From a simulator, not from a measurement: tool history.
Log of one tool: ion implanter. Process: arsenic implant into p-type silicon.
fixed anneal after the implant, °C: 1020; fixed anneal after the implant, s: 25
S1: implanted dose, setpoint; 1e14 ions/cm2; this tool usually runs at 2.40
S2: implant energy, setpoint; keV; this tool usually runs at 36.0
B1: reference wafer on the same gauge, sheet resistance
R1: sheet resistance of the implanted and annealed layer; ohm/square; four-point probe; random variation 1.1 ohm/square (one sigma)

run	hour	S1	S2	B1	R1
1	0.0	2.74	45.5	351.34	282.26
2	59.0	2.74	45.5	350.93	284.13
3	119.0	1.99	36.0	350.82	373.30
4	172.1	2.67	36.0	351.07	299.97
5	212.9	2.67	36.0	351.07	299.33
6	346.0	2.67	36.0	350.86	298.88
7	393.4	2.40	39.0	350.79	322.95
8	425.3	2.40	39.0	350.89	322.80
# hour 481.0: gauge calibrated
# hour 489.0: extraction supply calibrated
9	489.5	2.40	32.5	351.24	331.85
10	513.1	2.40	32.5	351.01	332.71
11	581.4	2.40	32.5	350.92	330.36
12	744.8	2.40	36.0	350.67	328.67
# hour 775.1: Faraday cup replaced and dose calibrated
13	779.9	2.03	28.5	351.32	368.76
14	840.7	2.40	36.0	350.82	318.04
15	880.7	2.78	30.5	350.86	290.01
16	915.9	2.22	29.5	351.05	345.51
17	942.8	3.07	43.5	350.84	256.99
18	989.3	3.07	43.5	350.95	257.58
19	1013.7	2.89	36.0	350.78	277.23
20	1052.6	2.40	36.0	351.12	316.71
21	1092.8	2.22	29.5	350.84	348.85
22	1143.3	2.14	47.0	350.93	331.36
23	1173.1	2.09	42.5	350.84	342.91
24	1220.6	2.61	36.0	350.96	299.14

Each row is a separate what-if for the run after 24, all from the same tool condition, not one after another. Results?
A	1221.0	2.40	28.0	?	?
B	1221.0	1.89	42.0	?	?
C	1221.0	2.81	41.5	?	?
D	1221.0	2.72	24.5	?	?
E	1221.0	2.99	29.0	?	?

run	B1	R1
A	351.09	329.65
B	351.09	369.27
C	351.09	277.00
D	351.09	305.57
E	351.09	278.08
The same runs, with their run-to-run variation unchanged, on a tool lacking any hidden condition would have given:
run	R1
A	325.95
B	365.31
C	273.89
D	302.10
E	274.91
